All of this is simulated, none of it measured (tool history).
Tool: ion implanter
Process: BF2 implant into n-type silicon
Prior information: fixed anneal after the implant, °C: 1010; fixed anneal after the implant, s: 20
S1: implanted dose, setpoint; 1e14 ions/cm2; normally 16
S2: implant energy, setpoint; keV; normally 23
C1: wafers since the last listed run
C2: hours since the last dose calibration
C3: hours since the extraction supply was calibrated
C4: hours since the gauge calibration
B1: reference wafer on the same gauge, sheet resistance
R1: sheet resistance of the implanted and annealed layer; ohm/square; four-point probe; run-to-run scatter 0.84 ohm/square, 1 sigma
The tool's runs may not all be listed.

run   hour     S1    S2    C1      C2      C3     C4      B1      R1
  1      0     16  18.5     0  1837.1  2342.2  194.4  126.12  170.98
  2   43.9     16  18.5   554    1881  2386.1  238.3  126.04  170.55
  3   88.9     16    23   567    1926  2431.1  283.3  125.87   156.8
  4  135.4     16    23   586  1972.5  2477.6  329.8  125.94  155.27
     233.7  -- gauge calibrated
  5  285.2     16    23  1890  2122.3  2627.4   51.5  126.12  156.36
  6  320.7     16    23   448  2157.8  2662.9     87  126.04  155.81
  7    357     16    23   458  2194.1  2699.2  123.3  125.86  156.82
     382.2  -- Faraday cup replaced and dose calibrated
  8  499.8  19.39  26.5  1701   117.6    2842  266.1  125.92  142.85
     521.6  -- extraction supply calibrated
  9    530     16    23   280   147.8     8.4  296.3  126.02  157.61
 10  574.3     16    30   559   192.1    52.7  340.6  126.03  138.76
 11    623  12.46    23   614   240.8   101.4  389.3  126.05  163.77
     645.8  -- gauge calibrated
 12  652.5     16    23   372   270.3   130.9    6.7   125.8  155.18
 13    686  13.34    23   422   303.8   164.4   40.2  125.92  162.55
 14    727  17.99    23   517   344.8   205.4   81.2  126.06  153.32

For each entry between runs, how does the tool's hidden state at the last listed run before it compare with that at the first listed run after it?
Run 4 -> run 5: gauge calibrated (hour 233.7)
  nothing in the hidden state changes from one run to the other
Run 7 -> run 8: Faraday cup replaced and dose calibrated (hour 382.2)
  nothing in the hidden state changes from one run to the other
Run 8 -> run 9: extraction supply calibrated (hour 521.6)
  nothing in the hidden state changes from one run to the other
Run 11 -> run 12: gauge calibrated (hour 645.8)
  nothing in the hidden state changes from one run to the other
